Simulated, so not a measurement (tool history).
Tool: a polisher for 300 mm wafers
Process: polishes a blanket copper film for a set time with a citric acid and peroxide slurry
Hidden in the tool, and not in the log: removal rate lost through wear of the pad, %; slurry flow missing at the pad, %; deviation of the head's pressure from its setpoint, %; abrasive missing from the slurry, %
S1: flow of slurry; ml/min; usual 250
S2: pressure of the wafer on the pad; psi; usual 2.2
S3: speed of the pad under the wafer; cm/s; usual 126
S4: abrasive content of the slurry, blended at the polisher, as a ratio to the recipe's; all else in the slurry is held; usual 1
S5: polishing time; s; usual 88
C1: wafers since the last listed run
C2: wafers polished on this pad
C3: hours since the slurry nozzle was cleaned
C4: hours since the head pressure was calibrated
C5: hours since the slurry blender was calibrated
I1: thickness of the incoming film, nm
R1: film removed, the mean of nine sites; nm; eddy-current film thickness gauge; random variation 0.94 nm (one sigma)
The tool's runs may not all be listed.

run	hour	S1	S2	S3	S4	S5	C1	C2	C3	C4	C5	I1	R1
1	0	250	2.2	126	1	88	0	3415	351.3	351.1	52.7	885.4	145.3
# hour 80.2: worn pad replaced by a new one
# hour 95.6: slurry nozzle cleaned
2	96.1	250	2.4	126	0.8	88	829	136	0.5	447.2	148.8	871.7	152.4
# hour 100.2: head pressure recalibrated
3	154.5	250	2.4	126	0.8	88	513	649	58.9	54.3	207.2	905.9	152.5
4	254.7	250	1.6	126	1	88	912	1562	159.1	154.5	307.4	901.4	112
5	341.1	250	1.6	126	1	88	786	2349	245.5	240.9	393.8	896	109.6
6	378.2	250	1.6	126	1	88	337	2687	282.6	278	430.9	878.5	109
# hour 420.4: slurry blender recalibrated
7	424.8	250	2.2	126	1	88	406	3093	329.2	324.6	4.4	877.2	145.6
8	467.9	250	2.2	126	1	88	392	3485	372.3	367.7	47.5	898	145.8
9	508.6	250	2.2	146	1	88	370	3856	413	408.4	88.2	895.7	163.3
# hour 579.9: worn pad replaced by a new one
10	596.8	250	2.2	126	1	88	766	153	501.2	496.6	176.4	887.3	153.3
# hour 603.9: slurry nozzle cleaned
# hour 658.1: head pressure recalibrated
11	688.1	250	2.2	126	1	88	804	958	84.2	30	267.7	901.1	153.1
12	769.9	250	2.2	126	1	88	745	1703	166	111.8	349.5	884.2	150.9
# hour 837.7: slurry blender recalibrated
13	845	250	2.2	126	1	88	665	2369	241.1	186.9	7.3	898.2	149.2
14	883.4	250	2.2	126	1	88	349	2718	279.5	225.3	45.7	881.7	147.6

Forecast run 15:
15	943.4	250	1.6	126	1	88	546	3265	339.5	285.3	105.7	890.3	?

Run 15 gave R1 107.8 nm.
Without the tool's hidden state the same run would have given R1 113.3 nm.
